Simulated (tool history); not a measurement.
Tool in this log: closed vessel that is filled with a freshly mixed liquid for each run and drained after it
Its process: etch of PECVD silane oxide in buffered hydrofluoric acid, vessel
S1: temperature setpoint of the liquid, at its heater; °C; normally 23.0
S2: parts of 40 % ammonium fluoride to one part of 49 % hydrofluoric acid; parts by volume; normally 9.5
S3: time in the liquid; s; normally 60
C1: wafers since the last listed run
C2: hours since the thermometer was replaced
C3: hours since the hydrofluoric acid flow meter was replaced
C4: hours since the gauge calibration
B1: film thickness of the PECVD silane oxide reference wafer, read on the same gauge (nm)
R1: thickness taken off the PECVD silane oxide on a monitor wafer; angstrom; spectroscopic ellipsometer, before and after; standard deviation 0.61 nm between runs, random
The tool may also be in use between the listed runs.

Run 1, hour 0.0: usual settings but S3 30 s; C1 0; C2 1563.7; C3 1340.6; C4 104.8; B1 109.98. Result: R1 742.9 angstrom.
Run 2, hour 12.0: usual settings but S3 85 s; C1 1551; C2 1575.7; C3 1352.6; C4 116.8; B1 109.99. Result: R1 2091.4 angstrom.
Run 3, hour 19.6: usual settings; C1 982; C2 1583.3; C3 1360.2; C4 124.4; B1 110.02. Result: R1 1482.1 angstrom.
Run 4, hour 29.2: usual settings but S2 7.5 parts by volume; C1 1241; C2 1592.9; C3 1369.8; C4 134.0; B1 110.00. Result: R1 1863.0 angstrom.
Run 5, hour 44.6: usual settings but S2 10.5 parts by volume; C1 1991; C2 1608.3; C3 1385.2; C4 149.4; B1 109.99. Result: R1 1371.4 angstrom.
Run 6, hour 58.9: usual settings but S2 10.5 parts by volume; C1 1849; C2 1622.6; C3 1399.5; C4 163.7; B1 109.99. Result: R1 1369.4 angstrom.
Run 7, hour 72.1: usual settings; C1 1707; C2 1635.8; C3 1412.7; C4 176.9; B1 110.00. Result: R1 1485.2 angstrom.
Run 8, hour 81.1: usual settings; C1 1163; C2 1644.8; C3 1421.7; C4 185.9; B1 109.99. Result: R1 1495.6 angstrom.
Run 9, hour 95.2: usual settings; C1 1823; C2 1658.9; C3 1435.8; C4 200.0; B1 109.99. Result: R1 1490.5 angstrom.
At hour 102.0: thermometer replaced.
Run 10, hour 111.6: usual settings but S2 8.5 parts by volume; C1 1991; C2 9.6; C3 1452.2; C4 216.4; B1 109.98. Result: R1 1424.4 angstrom.
Run 11, hour 119.6: usual settings; C1 1034; C2 17.6; C3 1460.2; C4 224.4; B1 110.01. Result: R1 1300.1 angstrom.
Run 12, hour 126.2: usual settings but S1 18.5 °C, S2 7.0 parts by volume, S3 40 s; C1 853; C2 24.2; C3 1466.8; C4 231.0; B1 110.01. Result: R1 925.7 angstrom.
Run 13, hour 137.7: usual settings; C1 1487; C2 35.7; C3 1478.3; C4 242.5; B1 110.01. Result: R1 1300.7 angstrom.
At hour 150.0: hydrofluoric acid flow meter replaced.
Run 14, hour 152.5: usual settings but S1 19.0 °C, S2 13.5 parts by volume; C1 1784; C2 50.5; C3 2.5; C4 257.3; B1 110.00. Result: R1 749.0 angstrom.
Run 15, hour 161.5: usual settings but S1 21.0 °C, S2 13.5 parts by volume, S3 45 s; C1 1163; C2 59.5; C3 11.5; C4 266.3; B1 110.00. Result: R1 629.1 angstrom.
At hour 167.1: gauge calibrated.
Run 16, hour 191.1: usual settings but S1 25.5 °C, S2 6.0 parts by volume, S3 40 s; C1 3828; C2 89.1; C3 41.1; C4 24.0; B1 110.00. Result: R1 1544.2 angstrom.
Run 17, hour 206.8: usual settings but S2 6.5 parts by volume; C1 2030; C2 104.8; C3 56.8; C4 39.7; B1 109.99. Result: R1 1885.7 angstrom.
Run 18, hour 214.4: usual settings but S1 26.5 °C, S2 12.5 parts by volume, S3 80 s; C1 982; C2 112.4; C3 64.4; C4 47.3; B1 109.99. Result: R1 1657.4 angstrom.
Run 19, hour 230.9: usual settings but S3 90 s; C1 2133; C2 128.9; C3 80.9; C4 63.8; B1 110.00. Result: R1 1965.9 angstrom.
Run 20, hour 237.6: usual settings but S2 12.5 parts by volume, S3 75 s; C1 866; C2 135.6; C3 87.6; C4 70.5; B1 109.99. Result: R1 1270.5 angstrom.
Run 21, hour 243.9: usual settings; C1 814; C2 141.9; C3 93.9; C4 76.8; B1 110.00. Result: R1 1312.6 angstrom.
Run 22, hour 258.1: usual settings but S1 21.0 °C, S2 12.0 parts by volume, S3 90 s; C1 1836; C2 156.1; C3 108.1; C4 91.0; B1 110.00. Result: R1 1429.5 angstrom.

Below are 3 alternative next runs, each starting from the tool's condition after run 22. Predict each:
Run A, hour 258.8: usual settings but S2 12.5 parts by volume; C1 90; C2 156.8; C3 108.8; C4 91.7; B1 ?. Result: R1 ?.
Run B, hour 258.8: usual settings but S2 11.5 parts by volume; C1 90; C2 156.8; C3 108.8; C4 91.7; B1 ?. Result: R1 ?.
Run C, hour 258.8: usual settings but S1 27.0 °C, S2 8.5 parts by volume, S3 75 s; C1 90; C2 156.8; C3 108.8; C4 91.7; B1 ?. Result: R1 ?.

run      B1      R1
  A  110.01  1028.7
  B  110.01  1116.0
  C  110.01  2255.0
The same runs, with their run-to-run variation unchanged, on a tool lacking any hidden condition would have given:
run      R1
  A   997.0
  B  1081.7
  C  2187.5
